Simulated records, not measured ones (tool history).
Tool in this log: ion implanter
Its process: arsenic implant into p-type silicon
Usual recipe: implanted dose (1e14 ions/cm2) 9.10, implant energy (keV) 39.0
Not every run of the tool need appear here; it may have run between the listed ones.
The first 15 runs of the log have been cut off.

| run | day | implanted dose (1e14 ions/cm2) | implant energy (keV) | read-back reference wafer on the same gauge, sheet resistance | sheet resistance of the implanted and annealed layer (ohm/square) |
|---|---|---|---|---|---|
| 16 | 7.921 | 9.10 | 39.0 | 105.99 | 130.03 |
|  | 8.638 | Faraday cup replaced and dose calibrated |
| 17 | 8.658 | 9.10 | 39.0 | 106.06 | 127.26 |
| 18 | 8.696 | 9.10 | 47.0 | 106.04 | 123.27 |
| 19 | 9.433 | 8.26 | 48.0 | 105.96 | 131.87 |
| 20 | 9.921 | 7.18 | 31.5 | 105.96 | 154.73 |
| 21 | 11.188 | 9.10 | 39.0 | 105.92 | 126.20 |
| 22 | 11.588 | 9.10 | 39.0 | 105.94 | 126.17 |
| 23 | 12.138 | 7.05 | 49.0 | 106.01 | 148.61 |
| 24 | 12.675 | 9.10 | 39.0 | 106.01 | 126.24 |
|  | 13.150 | extraction supply calibrated |
| 25 | 13.171 | 10.76 | 33.0 | 106.05 | 115.27 |
| 26 | 15.225 | 9.81 | 52.5 | 105.98 | 115.00 |
| 27 | 15.662 | 9.10 | 51.5 | 106.02 | 121.11 |
| 28 | 16.258 | 9.10 | 46.5 | 106.02 | 123.98 |
| 29 | 16.729 | 11.25 | 39.0 | 106.05 | 108.76 |
| 30 | 17.283 | 7.46 | 46.5 | 106.02 | 144.30 |

Expected results for the next run?
| 31 | 17.583 | 8.40 | 39.0 | ? | ? |

{"run 31": {"read-back reference wafer on the same gauge, sheet resistance": 106.03, "sheet resistance of the implanted and annealed layer (ohm/square)": 134.57}}
The same run, on a tool lacking any hidden state, would have yielded sheet resistance of the implanted and annealed layer (ohm/square) 134.02.
